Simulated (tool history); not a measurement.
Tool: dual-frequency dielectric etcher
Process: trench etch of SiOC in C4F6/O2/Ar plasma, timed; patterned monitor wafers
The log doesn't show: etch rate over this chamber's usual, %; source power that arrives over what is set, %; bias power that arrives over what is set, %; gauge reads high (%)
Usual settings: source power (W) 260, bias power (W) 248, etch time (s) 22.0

run	hour	source power (W)	bias power (W)	etch time (s)	wafers since the last listed run	hours since the last wet clean	hours since the last source power generator calibration	hours since the last bias power generator calibration	hours since the last upper electrode change	hours since the gauge calibration	read-back reference wafer on the same gauge, depth_nm	mean etch depth across the wafer (angstrom)
1	0.0	260	248	22.0	0	190.1	3946.4	1589.4	4459.2	130.7	41.32	422.1
2	13.5	300	248	22.0	222	203.6	3959.9	1602.9	4472.7	144.2	41.30	444.1
3	28.5	300	248	22.0	246	218.6	3974.9	1617.9	4487.7	159.2	41.28	444.0
4	63.0	300	248	22.0	567	253.1	4009.4	1652.4	4522.2	193.7	41.29	444.6
5	76.2	290	203	22.0	217	266.3	4022.6	1665.6	4535.4	206.9	41.33	404.2
6	91.0	290	203	22.0	243	281.1	4037.4	1680.4	4550.2	221.7	41.28	403.7
7	101.9	290	203	22.0	179	292.0	4048.3	1691.3	4561.1	232.6	41.34	403.4
# hour 109.3: bias power generator calibrated
8	116.6	260	233	22.0	176	306.7	4063.0	7.3	4575.8	247.3	41.29	413.2
9	126.3	260	233	22.0	159	316.4	4072.7	17.0	4585.5	257.0	41.33	413.9
10	150.8	260	233	22.0	403	340.9	4097.2	41.5	4610.0	281.5	41.32	411.7
11	164.8	260	248	22.0	230	354.9	4111.2	55.5	4624.0	295.5	41.28	425.1
12	175.4	260	248	22.0	174	365.5	4121.8	66.1	4634.6	306.1	41.33	421.9
13	186.4	260	248	22.0	181	376.5	4132.8	77.1	4645.6	317.1	41.28	425.2
14	202.0	290	203	22.0	256	392.1	4148.4	92.7	4661.2	332.7	41.26	404.8
# hour 229.5: wet clean of the chamber
15	230.0	260	248	22.0	65	0.5	4176.4	120.7	4689.2	360.7	41.33	425.3
16	230.3	290	298	17.5	4	0.8	4176.7	121.0	4689.5	361.0	41.29	379.3
# hour 241.5: source power generator calibrated
17	242.0	320	213	16.0	126	12.5	0.5	132.7	4701.2	372.7	41.28	308.9
18	253.0	300	188	16.0	181	23.5	11.5	143.7	4712.2	383.7	41.29	290.0
# hour 281.4: upper electrode replaced
19	281.9	260	191	22.0	80	52.4	40.4	172.6	0.5	412.6	41.29	381.4
20	283.8	290	276	27.0	31	54.3	42.3	174.5	2.4	414.5	41.34	564.8
# hour 285.4: gauge calibrated
21	300.9	280	248	18.0	281	71.4	59.4	191.6	19.5	15.5	41.29	355.4
22	313.6	240	193	24.5	209	84.1	72.1	204.3	32.2	28.2	41.30	415.5
23	323.0	310	203	18.0	154	93.5	81.5	213.7	41.6	37.6	41.33	336.9
24	338.3	310	201	24.5	251	108.8	96.8	229.0	56.9	52.9	41.29	458.7
25	352.7	230	271	26.5	237	123.2	111.2	243.4	71.3	67.3	41.31	509.7
26	369.3	260	216	22.0	273	139.8	127.8	260.0	87.9	83.9	41.33	400.7
27	384.2	260	248	22.0	245	154.7	142.7	274.9	102.8	98.8	41.30	426.2
28	394.2	260	248	22.0	164	164.7	152.7	284.9	112.8	108.8	41.27	425.7
29	400.6	240	207	22.0	105	171.1	159.1	291.3	119.2	115.2	41.28	382.7

5 ways to go on from here, each from the tool as it stands after run 29. What would each give?
A	401.0	260	248	19.5	6	171.5	159.5	291.7	119.6	115.6	?	?
B	401.0	310	206	19.5	6	171.5	159.5	291.7	119.6	115.6	?	?
C	401.0	200	284	28.0	6	171.5	159.5	291.7	119.6	115.6	?	?
D	401.0	260	192	22.0	6	171.5	159.5	291.7	119.6	115.6	?	?
E	401.0	290	248	24.5	6	171.5	159.5	291.7	119.6	115.6	?	?

run	read-back reference wafer on the same gauge, depth_nm	mean etch depth across the wafer (angstrom)
A	41.28	379.3
B	41.28	370.8
C	41.28	533.7
D	41.28	384.3
E	41.28	492.9
Without the tool's hidden state the same runs would have given:
run	mean etch depth across the wafer (angstrom)
A	379.3
B	370.8
C	533.7
D	384.3
E	492.9
